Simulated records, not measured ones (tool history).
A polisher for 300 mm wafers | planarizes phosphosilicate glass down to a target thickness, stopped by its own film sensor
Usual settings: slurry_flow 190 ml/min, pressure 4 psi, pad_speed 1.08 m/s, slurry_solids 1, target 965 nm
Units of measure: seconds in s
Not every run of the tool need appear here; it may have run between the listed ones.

| run | day | slurry_flow | pressure | pad_speed | slurry_solids | target | incoming thickness of the incoming film, nm | seconds |
|---|---|---|---|---|---|---|---|---|
| 1 | 0 | 190 | 3.1 | 1 | 1 | 965 | 2423.1 | 193.3 |
| 2 | 4.179 | 190 | 3.1 | 1 | 1 | 965 | 2392.5 | 190.4 |
|  | 5.246 | conditioning disc replaced and pad reconditioned |
|  | 6.779 | slurry blender recalibrated |
| 3 | 7.346 | 190 | 4 | 1.08 | 1 | 965 | 2412.1 | 127.6 |
| 4 | 9.779 | 190 | 4 | 1.08 | 1 | 965 | 2361.6 | 127.4 |
| 5 | 12.933 | 190 | 4 | 1.08 | 1 | 965 | 2378.7 | 125.7 |
|  | 15.133 | head pressure recalibrated |
| 6 | 15.521 | 190 | 2.8 | 1.08 | 0.9 | 1262 | 2403.7 | 158.4 |
| 7 | 18.046 | 190 | 4 | 1.08 | 1 | 965 | 2342.6 | 126.9 |
|  | 21.088 | slurry nozzle cleaned |
| 8 | 21.996 | 190 | 4 | 1.08 | 1 | 1172 | 2354.4 | 110.9 |
| 9 | 24.042 | 140 | 2.9 | 1.08 | 1 | 707 | 2369.5 | 228.6 |
|  | 27.608 | worn pad replaced by a new one |
| 10 | 27.638 | 190 | 4 | 1.08 | 1 | 965 | 2343.1 | 131.9 |
|  | 29.342 | slurry blender recalibrated |
| 11 | 29.362 | 190 | 4 | 1.08 | 1.2 | 965 | 2389.7 | 113.9 |
|  | 31.017 | conditioning disc replaced and pad reconditioned |
| 12 | 31.042 | 190 | 2.7 | 0.74 | 1 | 614 | 2360 | 314.8 |
| 13 | 33.712 | 190 | 2.7 | 1.08 | 1.2 | 1368 | 2416.5 | 129.3 |
| 14 | 37.304 | 190 | 4 | 1.08 | 1.2 | 965 | 2358.9 | 113.6 |
| 15 | 40.558 | 190 | 4 | 1.08 | 1 | 965 | 2382.3 | 132.8 |
| 16 | 44.571 | 145 | 3.5 | 1.08 | 0.75 | 1303 | 2339.9 | 143.8 |
|  | 50.938 | slurry blender recalibrated |
|  | 51.254 | slurry nozzle cleaned |
|  | 53.229 | worn pad replaced by a new one |
| 17 | 56.883 | 165 | 4.4 | 1.08 | 0.7 | 1300 | 2391.7 | 124.3 |
|  | 57.75 | conditioning disc replaced and pad reconditioned |
| 18 | 59.512 | 215 | 3.3 | 1.46 | 1 | 1152 | 2403.1 | 110.7 |
| 19 | 61.354 | 190 | 4 | 1.08 | 1 | 1444 | 2332.5 | 83.1 |
| 20 | 63.7 | 190 | 4 | 1.08 | 1 | 965 | 2415.2 | 139.9 |
|  | 64.696 | head pressure recalibrated |
| 21 | 67.367 | 190 | 4 | 1.38 | 1 | 965 | 2349.3 | 110.9 |
| 22 | 71.488 | 140 | 4 | 1.08 | 1.15 | 1247 | 2375.4 | 105.1 |
| 23 | 75.883 | 190 | 4 | 1.08 | 1 | 965 | 2394.7 | 141.3 |
|  | 76.679 | worn pad replaced by a new one |
| 24 | 77.679 | 190 | 4 | 0.92 | 1.25 | 797 | 2392.8 | 158.3 |
|  | 78.362 | slurry blender recalibrated |
|  | 80.596 | slurry nozzle cleaned |
| 25 | 80.617 | 145 | 3.2 | 1.08 | 1.1 | 965 | 2371.6 | 159.9 |

Each row is a separate what-if for the run after 25, all from the same tool condition, not one after another. Results?
| A | 80.638 | 190 | 4 | 1.08 | 1 | 965 | 2400.5 | ? |
| B | 80.638 | 210 | 3 | 1.08 | 1 | 965 | 2400.5 | ? |
| C | 80.638 | 190 | 4 | 1.08 | 1.25 | 705 | 2400.5 | ? |
| D | 80.638 | 220 | 4 | 1.08 | 1.1 | 1225 | 2400.5 | ? |

| run | seconds |
|---|---|
| A | 131.7 |
| B | 173.2 |
| C | 138.1 |
| D | 100.1 |
Without the tool's unlogged condition, the same runs would have read:
| run | seconds |
|---|---|
| A | 129.9 |
| B | 170.8 |
| C | 136.4 |
| D | 98.8 |
